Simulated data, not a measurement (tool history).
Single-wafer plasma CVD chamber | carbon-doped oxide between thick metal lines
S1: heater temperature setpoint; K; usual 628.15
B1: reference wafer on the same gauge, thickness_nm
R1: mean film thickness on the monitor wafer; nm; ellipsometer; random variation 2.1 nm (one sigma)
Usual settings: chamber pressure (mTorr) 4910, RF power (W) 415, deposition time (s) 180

Run 1, hour 0: usual settings but deposition time (s) 159; B1 652.741. Result: R1 689.844 nm.
Run 2, hour 41.5: usual settings but deposition time (s) 159; B1 652.25. Result: R1 693.677 nm.
Run 3, hour 80.2: usual settings but deposition time (s) 207; B1 653.874. Result: R1 903.908 nm.
Run 4, hour 182.1: usual settings but S1 620.15 K, deposition time (s) 201; B1 653.075. Result: R1 891.915 nm.
Run 5, hour 238.9: usual settings but chamber pressure (mTorr) 5790, RF power (W) 495; B1 653.59. Result: R1 895.29 nm.
Run 6, hour 314.1: usual settings but chamber pressure (mTorr) 5290, deposition time (s) 200; B1 653.77. Result: R1 877.87 nm.
Run 7, hour 366.1: usual settings but chamber pressure (mTorr) 5480; B1 654.098. Result: R1 793.601 nm.
Run 8, hour 468.7: usual settings but S1 633.15 K, chamber pressure (mTorr) 5530, deposition time (s) 164; B1 654.031. Result: R1 717.791 nm.
At hour 517.9: capacitance manometer re-zeroed and calibrated.
At hour 541.2: RF generator calibrated.
Run 9, hour 541.7: usual settings but S1 634.15 K, chamber pressure (mTorr) 3900, RF power (W) 445, deposition time (s) 150; B1 654.203. Result: R1 667.096 nm.
At hour 649.6: showerhead replaced.
Run 10, hour 650.1: usual settings but chamber pressure (mTorr) 5560, RF power (W) 490; B1 653.981. Result: R1 884.241 nm.
Run 11, hour 709.1: usual settings; B1 655.849. Result: R1 787.611 nm.
At hour 723.9: thermocouple changed; heater temperature recalibrated.
At hour 854.2: gauge calibrated.
Run 12, hour 1003.6: usual settings but deposition time (s) 158; B1 644.482. Result: R1 676.626 nm.
Run 13, hour 1049.1: usual settings but S1 620.15 K; B1 643.879. Result: R1 787.661 nm.
Run 14, hour 1153.3: usual settings; B1 644.648. Result: R1 770.727 nm.
Run 15, hour 1223.4: usual settings; B1 645.135. Result: R1 775.076 nm.
Run 16, hour 1313.8: usual settings but S1 614.15 K, RF power (W) 490; B1 645.393. Result: R1 891.846 nm.
Run 17, hour 1375.1: usual settings but RF power (W) 435; B1 646.354. Result: R1 803.798 nm.
At hour 1433.6: RF generator calibrated.
Run 18, hour 1458.6: usual settings but deposition time (s) 162; B1 645.653. Result: R1 694.456 nm.
Run 19, hour 1511.1: usual settings but chamber pressure (mTorr) 5640; B1 645.308. Result: R1 786.151 nm.
Run 20, hour 1572.9: usual settings but chamber pressure (mTorr) 3920; B1 646.148. Result: R1 760.032 nm.
Run 21, hour 1610.4: usual settings but S1 637.15 K, RF power (W) 340; B1 645.41. Result: R1 662.179 nm.
Run 22, hour 1686.2: usual settings but RF power (W) 465, deposition time (s) 161; B1 646.607. Result: R1 749.526 nm.
Run 23, hour 1735: usual settings but S1 637.15 K, RF power (W) 465, deposition time (s) 145; B1 646.416. Result: R1 660.253 nm.
Run 24, hour 1836.1: usual settings; B1 646.149. Result: R1 779.823 nm.
Run 25, hour 1879.5: usual settings but S1 622.15 K; B1 646.598. Result: R1 782.437 nm.
Run 26, hour 1922.4: usual settings; B1 646.946. Result: R1 774.754 nm.
Run 27, hour 2007.4: usual settings but RF power (W) 440; B1 647.735. Result: R1 806.885 nm.

Hidden state or all else? Some run-to-run changes of R1, split into what the settings, what came in and random variation would give without the hidden state, and what is left for the hidden state (with any gauge scatter that isn't in both results):
The hidden state here: wafer temperature above the value expected at the setpoint (K); delivered RF power above the setpoint (%); true pressure above the setpoint (%); gauge reads high (%).
Run 2 -> 3: deposition time (s) 159 -> 207. R1 +210.231 nm: hidden state +3.019, all else +207.212.
Run 9 -> 10: S1 634.15 -> 628.15, chamber pressure (mTorr) 3900 -> 5560, RF power (W) 445 -> 490, deposition time (s) 150 -> 180, showerhead replaced. R1 +217.145 nm: hidden state +3.808, all else +213.337.
Run 11 -> 12: deposition time (s) 180 -> 158, thermocouple changed; heater temperature recalibrated, gauge calibrated. R1 -110.985 nm: hidden state -12.327, all else -98.658.

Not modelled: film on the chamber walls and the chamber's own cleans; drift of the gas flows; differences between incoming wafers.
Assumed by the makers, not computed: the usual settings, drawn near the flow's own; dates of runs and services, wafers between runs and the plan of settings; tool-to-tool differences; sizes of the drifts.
